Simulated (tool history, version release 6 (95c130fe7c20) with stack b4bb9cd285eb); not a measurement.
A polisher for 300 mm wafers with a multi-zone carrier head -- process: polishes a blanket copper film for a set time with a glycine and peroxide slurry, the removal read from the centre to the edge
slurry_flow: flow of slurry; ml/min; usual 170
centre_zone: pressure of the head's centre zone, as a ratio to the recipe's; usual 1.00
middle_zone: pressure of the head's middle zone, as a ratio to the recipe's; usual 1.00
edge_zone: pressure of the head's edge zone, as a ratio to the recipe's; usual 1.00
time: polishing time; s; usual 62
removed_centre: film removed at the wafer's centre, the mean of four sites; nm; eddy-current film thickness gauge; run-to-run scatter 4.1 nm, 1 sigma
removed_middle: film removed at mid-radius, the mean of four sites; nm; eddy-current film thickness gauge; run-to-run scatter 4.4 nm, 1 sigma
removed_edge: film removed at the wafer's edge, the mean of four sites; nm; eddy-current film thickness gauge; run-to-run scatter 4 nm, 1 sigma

run	hour	slurry_flow	centre_zone	middle_zone	edge_zone	time	incoming thickness of the incoming film, nm	removed_centre	removed_middle	removed_edge
1	0.0	170	1.00	0.97	1.00	46	1520.5	207.9	197.9	211.1
# hour 11.2: carrier head's membrane replaced by a new one
# hour 78.1: worn pad replaced by a new one
# hour 84.2: edge zone pressure recalibrated
2	84.8	195	1.09	1.05	1.00	53	1482.9	280.6	266.6	258.4
3	102.9	190	1.00	1.00	0.89	62	1503.9	296.0	297.6	281.8
4	127.5	170	1.00	0.97	1.00	62	1504.6	285.7	285.1	292.8
5	156.9	170	0.94	1.00	1.00	62	1495.3	262.3	291.5	276.3
# hour 178.6: slurry nozzle cleaned
6	184.2	170	1.00	0.93	1.00	62	1505.8	278.3	265.9	272.7
7	199.8	125	1.00	1.00	0.90	53	1501.3	230.2	224.5	219.4
8	214.4	170	1.00	1.00	1.05	62	1518.0	272.4	273.6	284.9
9	245.3	170	1.00	0.96	1.10	62	1483.2	273.1	260.4	284.2
10	260.7	170	1.00	1.09	1.00	62	1492.2	278.2	291.8	278.7
11	278.8	170	1.00	1.00	1.00	62	1496.4	274.3	273.3	280.2
12	295.7	135	1.00	1.07	1.11	62	1504.9	263.0	275.4	279.0
# hour 301.4: worn pad replaced by a new one
13	320.1	170	1.07	1.00	1.00	62	1479.2	317.5	293.1	296.0
14	346.0	170	1.00	1.00	1.00	62	1517.8	283.1	284.7	287.2
15	363.3	130	1.00	0.89	1.05	62	1500.7	279.6	247.8	286.2
16	398.6	205	1.00	1.00	1.00	69	1501.6	326.0	329.9	319.0
17	423.4	130	1.00	1.00	0.90	62	1524.3	272.6	270.0	258.2
18	458.0	170	1.00	1.00	1.00	62	1500.3	276.3	278.5	278.3
19	481.1	115	0.91	1.10	0.90	62	1495.9	247.6	280.4	255.8
20	515.8	170	1.00	1.00	1.00	62	1499.3	273.7	275.4	276.8
# hour 539.8: worn pad replaced by a new one
21	549.1	110	0.92	1.00	1.00	62	1497.3	254.1	277.7	290.1
22	571.4	170	1.00	1.00	1.00	71	1487.4	340.0	338.3	332.6

Here are 4 independent what-if runs from the current tool condition. What would each one return?
A	571.8	170	1.11	1.00	1.00	62	1512.2	?	?	?
B	571.8	195	0.89	1.00	0.90	81	1512.2	?	?	?
C	571.8	170	1.00	1.00	0.88	62	1512.2	?	?	?
D	571.8	190	1.00	1.00	1.00	69	1512.2	?	?	?

run	removed_centre	removed_middle	removed_edge
A	318.7	291.2	292.7
B	350.4	387.8	368.7
C	290.8	291.4	275.7
D	329.0	329.1	329.3
With the hidden condition removed and each run's random variation left untouched, the same runs would have given:
run	removed_centre	removed_middle	removed_edge
A	331.2	302.5	304.1
B	364.1	403.0	383.1
C	302.2	302.7	286.4
D	341.9	341.9	342.1
